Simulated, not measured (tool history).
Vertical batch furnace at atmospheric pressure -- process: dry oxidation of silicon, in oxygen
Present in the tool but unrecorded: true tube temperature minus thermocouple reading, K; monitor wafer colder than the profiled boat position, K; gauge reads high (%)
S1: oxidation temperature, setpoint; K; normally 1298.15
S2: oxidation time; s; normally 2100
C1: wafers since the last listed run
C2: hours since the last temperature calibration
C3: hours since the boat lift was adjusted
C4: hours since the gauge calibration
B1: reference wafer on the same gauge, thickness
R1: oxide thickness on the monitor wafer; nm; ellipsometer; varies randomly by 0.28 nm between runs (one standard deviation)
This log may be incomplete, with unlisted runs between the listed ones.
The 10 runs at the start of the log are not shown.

run      day       S1    S2    C1      C2      C3      C4     B1     R1
 11   25.362  1298.15  2100   703  2268.3   987.6  1734.8  53.83  61.64
 12   29.479  1298.15  2100  1259  2367.1  1086.4  1833.6   53.7  61.08
 13   32.033  1298.15  2100   781  2428.4  1147.7  1894.9   53.7  61.95
 14   39.696  1298.15  2100  2344  2612.3  1331.6  2078.8  53.66  61.77
      42.112  -- gauge calibrated
 15   46.879  1298.15  2100  2197  2784.7    1504   114.4  53.78  61.12
 16   48.479  1298.15  2100   489  2823.1  1542.4   152.8  53.69  61.07
 17   50.754  1320.15  1650   696  2877.7    1597   207.4  53.69  60.03
      52.329  -- thermocouples replaced and temperature profile calibrated
 18   53.483  1298.15  2100   529    27.7  1662.5   272.9  53.69  60.84
 19   55.346  1323.15  3030   569    72.4  1707.2   317.6  53.71  85.66
      56.558  -- boat lift adjusted
 20   57.129  1298.15  1770   239   115.2    13.7   360.4  53.59  56.98
 21   58.858  1321.15  2670   529   156.7    55.2   401.9  53.74  80.58
 22   63.279  1282.15  3000  1352   262.8   161.3     508  53.69  68.34
 23   74.233  1286.15  1410  3351   525.7   424.2   770.9  53.69  47.07
 24    76.65  1287.15  1290   739   583.7   482.2   828.9  53.74  45.75
 25   80.746  1320.15  2820  1253     682   580.5   927.2  53.63  81.87
 26   90.692  1313.15  1500  3042   920.7   819.2  1165.9   53.7  56.32
 27  103.771  1279.15  1320  4001  1234.6  1133.1  1479.8  53.77  43.77
 28  107.946  1309.15  1740  1277  1334.8  1233.3    1580  53.73  59.17
 29  112.033  1298.15  2100  1250  1432.9  1331.4  1678.1  53.66  61.26
 30  116.504  1310.15  2850  1367  1540.2  1438.7  1785.4  53.69  77.45

Forecast each of these 5 alternatives for the next run:
  A  116.662  1298.15  2100  48  1544  1442.5  1789.2   ?   ?
  B  116.662  1313.15  1680  48  1544  1442.5  1789.2   ?   ?
  C  116.662  1315.15  3090  48  1544  1442.5  1789.2   ?   ?
  D  116.662  1315.15  2100  48  1544  1442.5  1789.2   ?   ?
  E  116.662  1318.15  2460  48  1544  1442.5  1789.2   ?   ?

run     B1     R1
  A  53.63  61.58
  B  53.63  59.12
  C  53.63  83.72
  D  53.63  67.38
  E  53.63  74.73
Stripped of hidden state, with their random variation kept, the same runs would have yielded:
run     R1
  A   62.5
  B  59.91
  C  84.91
  D  68.31
  E  75.77
